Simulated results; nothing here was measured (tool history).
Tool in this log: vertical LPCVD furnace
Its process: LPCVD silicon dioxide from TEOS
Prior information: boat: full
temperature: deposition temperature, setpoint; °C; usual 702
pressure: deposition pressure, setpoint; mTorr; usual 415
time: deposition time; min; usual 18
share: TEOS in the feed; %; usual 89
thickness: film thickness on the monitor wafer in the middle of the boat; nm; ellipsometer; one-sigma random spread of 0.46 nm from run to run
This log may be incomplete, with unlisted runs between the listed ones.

run	hour	temperature	pressure	time	share	read-back reference wafer on the same gauge, thickness	thickness
1	0	702	415	18	89	153.1	175.24
2	47.6	702	415	18	89	152.9	175.81
3	96.9	702	415	18	89	153.01	175.68
4	146.4	702	415	18	89	153.05	176.83
5	176.2	702	415	18	89	153.09	177.01
6	236.2	702	475	18	89	152.89	189.12
7	270.6	702	385	19.5	89	153.07	185.2
8	327.1	702	385	19.5	89	152.97	184.83
9	387.4	702	385	19.5	89	152.84	185.18
10	446	702	415	18	89	153	178.18
11	495.8	702	415	18	89	153.09	178.41
12	536.6	702	415	18	89	153.05	179.28
# hour 592.5: TEOS flow controller replaced
13	602.9	702	415	18	89	153.21	179.81
14	670.8	702	345	18	97	152.85	172.03
15	712.6	702	345	24	89	153	218.25
16	759.3	702	320	18	97	153.05	164.51
17	816.6	691	415	18	89	152.83	140.69
18	858.8	709	485	18	89	153	229.41
19	895.7	702	415	22.5	89	152.82	228.3
# hour 915.9: gauge calibrated
# hour 958.7: pressure gauge zeroed
20	959.2	702	415	18	89	153.1	182.6
# hour 991.2: thermocouples replaced and temperature profile calibrated
21	991.7	691	460	11	75	152.96	77.23
22	1055.8	702	345	18	89	153.02	154.7
23	1108.4	702	415	18	75	153.07	154.88
24	1133.7	709	485	18	89	152.98	214.11
25	1202.4	702	415	13	79	153.02	114.44
26	1240.8	702	470	23	74	153.01	209.47
27	1273.2	709	485	18	89	152.91	215.2
28	1303.6	702	415	18	89	153.05	169.12
29	1331.4	709	415	18	89	152.86	198.43
30	1399.6	712	415	18	89	153.16	213.32

Hidden state, per run?
true pressure minus gauge reading, mTorr: 0 across all the runs
deviation of the TEOS flow from its setpoint, %: 0 across all the runs
gauge reads high (%): 0 across all the runs
H1: true tube temperature minus thermocouple reading, K
run	H1
1	2.08
2	2.15
3	2.22
4	2.29
5	2.33
6	2.42
7	2.47
8	2.55
9	2.65
10	2.74
11	2.82
12	2.88
13	2.99
14	3.11
15	3.18
16	3.26
17	3.36
18	3.43
19	3.5
20	3.62
21	0.387
22	0.388
23	0.39
24	0.392
25	0.398
26	0.402
27	0.406
28	0.411
29	0.415
30	0.427
